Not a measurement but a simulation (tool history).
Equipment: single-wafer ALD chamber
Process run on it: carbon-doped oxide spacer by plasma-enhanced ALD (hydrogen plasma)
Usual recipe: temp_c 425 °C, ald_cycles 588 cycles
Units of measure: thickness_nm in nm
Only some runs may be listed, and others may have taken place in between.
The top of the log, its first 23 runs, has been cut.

run	hour	temp_c	ald_cycles	read-back reference wafer on the same gauge, thickness_nm	thickness_nm
24	294.8	425	588	26.304	29.657
25	303.3	425	588	26.331	29.771
26	310.1	425	496	26.295	25.014
27	320.4	415	501	26.249	26.125
28	333.2	440	492	26.281	23.383
29	350.3	425	588	26.239	29.704
30	366.5	425	524	26.237	26.459
31	382.9	425	588	26.2	29.567

5 ways to go on from here, each from the tool as it stands after run 31. What would each give?
A	384.2	425	588	?	?
B	384.2	425	547	?	?
C	384.2	412	694	?	?
D	384.2	415	555	?	?
E	384.2	436	588	?	?

run	read-back reference wafer on the same gauge, thickness_nm	thickness_nm
A	26.205	29.406
B	26.205	27.356
C	26.205	36.376
D	26.205	28.782
E	26.205	28.21
Had the tool no hidden state, the same runs would have come out as:
run	thickness_nm
A	29.61
B	27.545
C	36.628
D	28.982
E	28.406
